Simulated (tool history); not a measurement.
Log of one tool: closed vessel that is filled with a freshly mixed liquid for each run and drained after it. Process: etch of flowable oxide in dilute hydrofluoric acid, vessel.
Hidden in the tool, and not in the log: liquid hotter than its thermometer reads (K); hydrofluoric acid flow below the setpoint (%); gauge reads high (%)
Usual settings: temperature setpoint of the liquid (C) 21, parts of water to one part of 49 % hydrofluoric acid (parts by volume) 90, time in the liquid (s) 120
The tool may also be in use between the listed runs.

| run | hour | temperature setpoint of the liquid (C) | parts of water to one part of 49 % hydrofluoric acid (parts by volume) | time in the liquid (s) | wafers since the last listed run | hours since the thermometer was replaced | hours since the hydrofluoric acid flow meter was replaced | hours since the gauge calibration | read-back film thickness of the flowable oxide reference wafer, read on the same gauge (nm) | thickness taken off the flowable oxide on a monitor wafer (nm) |
|---|---|---|---|---|---|---|---|---|---|---|
| 1 | 0 | 21 | 90 | 120 | 0 | 1066.4 | 1914.5 | 574 | 48.86 | 50.04 |
| 2 | 22.7 | 21 | 90 | 120 | 1588 | 1089.1 | 1937.2 | 596.7 | 48.81 | 49.68 |
| 3 | 48.3 | 21 | 90 | 120 | 1791 | 1114.7 | 1962.8 | 622.3 | 48.72 | 49.86 |
| 4 | 67.9 | 21 | 105 | 120 | 1371 | 1134.3 | 1982.4 | 641.9 | 48.67 | 42.04 |
| 5 | 95.4 | 21 | 105 | 120 | 1924 | 1161.8 | 2009.9 | 669.4 | 48.59 | 42.44 |
| 6 | 128.6 | 21 | 90 | 120 | 2323 | 1195 | 2043.1 | 702.6 | 48.49 | 49.4 |
| 7 | 146.9 | 17 | 90 | 120 | 1280 | 1213.3 | 2061.4 | 720.9 | 48.41 | 41.8 |
| 8 | 177.8 | 17 | 90 | 120 | 2162 | 1244.2 | 2092.3 | 751.8 | 48.27 | 42.11 |
| 9 | 234.5 | 25 | 90 | 120 | 3968 | 1300.9 | 2149 | 808.5 | 48.03 | 57.92 |
| 10 | 266.8 | 25 | 90 | 120 | 2260 | 1333.2 | 2181.3 | 840.8 | 47.9 | 57.5 |
| 11 | 292.7 | 25 | 90 | 120 | 1812 | 1359.1 | 2207.2 | 866.7 | 47.79 | 57.41 |
|  | 293.8 | thermometer replaced |
|  | 313.6 | gauge calibrated |
| 12 | 313.6 | 21 | 90 | 120 | 1392 | 19.8 | 2228.1 | 0 | 50.22 | 51.62 |
| 13 | 346.2 | 21 | 90 | 120 | 2281 | 52.4 | 2260.7 | 32.6 | 50.18 | 51.26 |
| 14 | 380.2 | 21 | 90 | 120 | 2379 | 86.4 | 2294.7 | 66.6 | 50.16 | 51.64 |
| 15 | 414.8 | 21 | 90 | 120 | 2421 | 121 | 2329.3 | 101.2 | 50.16 | 50.87 |
|  | 433.8 | hydrofluoric acid flow meter replaced |
| 16 | 435 | 19 | 110 | 120 | 1343 | 141.2 | 1.2 | 121.4 | 50.12 | 37.8 |
| 17 | 499.4 | 21 | 90 | 120 | 4507 | 205.6 | 65.6 | 185.8 | 50.09 | 50.98 |
| 18 | 514.7 | 21 | 90 | 150 | 1070 | 220.9 | 80.9 | 201.1 | 50.08 | 65.14 |
| 19 | 531.7 | 21 | 115 | 120 | 1189 | 237.9 | 97.9 | 218.1 | 50.06 | 38.89 |
| 20 | 543.8 | 21 | 105 | 80 | 846 | 250 | 110 | 230.2 | 50.04 | 29.05 |
| 21 | 560.4 | 23 | 65 | 120 | 1161 | 266.6 | 126.6 | 246.8 | 50.03 | 79.46 |
| 22 | 574.8 | 18.5 | 90 | 120 | 1007 | 281 | 141 | 261.2 | 49.99 | 46.07 |
| 23 | 591.5 | 22.5 | 100 | 175 | 1168 | 297.7 | 157.7 | 277.9 | 50 | 70.66 |
| 24 | 626 | 21 | 90 | 140 | 2414 | 332.2 | 192.2 | 312.4 | 49.94 | 60.25 |
| 25 | 662 | 21 | 90 | 65 | 2519 | 368.2 | 228.2 | 348.4 | 49.88 | 27.6 |
| 26 | 685.8 | 18.5 | 90 | 60 | 1665 | 392 | 252 | 372.2 | 49.83 | 22.89 |
| 27 | 716.8 | 21 | 70 | 170 | 2169 | 423 | 283 | 403.2 | 49.78 | 94.94 |
| 28 | 737.7 | 17 | 130 | 145 | 1462 | 443.9 | 303.9 | 424.1 | 49.74 | 34.71 |
| 29 | 763.3 | 26 | 120 | 100 | 1791 | 469.5 | 329.5 | 449.7 | 49.67 | 37.43 |
| 30 | 792.8 | 19.5 | 90 | 140 | 2064 | 499 | 359 | 479.2 | 49.6 | 55.91 |
| 31 | 805.5 | 21 | 90 | 120 | 888 | 511.7 | 371.7 | 491.9 | 49.58 | 50.98 |
| 32 | 824.6 | 21 | 90 | 120 | 1336 | 530.8 | 390.8 | 511 | 49.51 | 50.61 |

Measured less the same run without the tool's hidden state. The same run-to-run variation is in both; the gauge's scatter may not be:
| run | thickness taken off the flowable oxide on a monitor wafer (nm) |
|---|---|
| 1 | -1.16 |
| 2 | -1.22 |
| 3 | -1.3 |
| 4 | -1.16 |
| 5 | -1.25 |
| 6 | -1.58 |
| 7 | -1.39 |
| 8 | -1.51 |
| 9 | -2.36 |
| 10 | -2.51 |
| 11 | -2.65 |
| 12 | +0.19 |
| 13 | +0.19 |
| 14 | +0.19 |
| 15 | +0.17 |
| 16 | +0.12 |
| 17 | +0.11 |
| 18 | +0.11 |
| 19 | +0.06 |
| 20 | +0.03 |
| 21 | +0.06 |
| 22 | +0.02 |
| 23 | -0.01 |
| 24 | -0.07 |
| 25 | -0.07 |
| 26 | -0.08 |
| 27 | -0.42 |
| 28 | -0.18 |
| 29 | -0.24 |
| 30 | -0.44 |
| 31 | -0.44 |
| 32 | -0.49 |

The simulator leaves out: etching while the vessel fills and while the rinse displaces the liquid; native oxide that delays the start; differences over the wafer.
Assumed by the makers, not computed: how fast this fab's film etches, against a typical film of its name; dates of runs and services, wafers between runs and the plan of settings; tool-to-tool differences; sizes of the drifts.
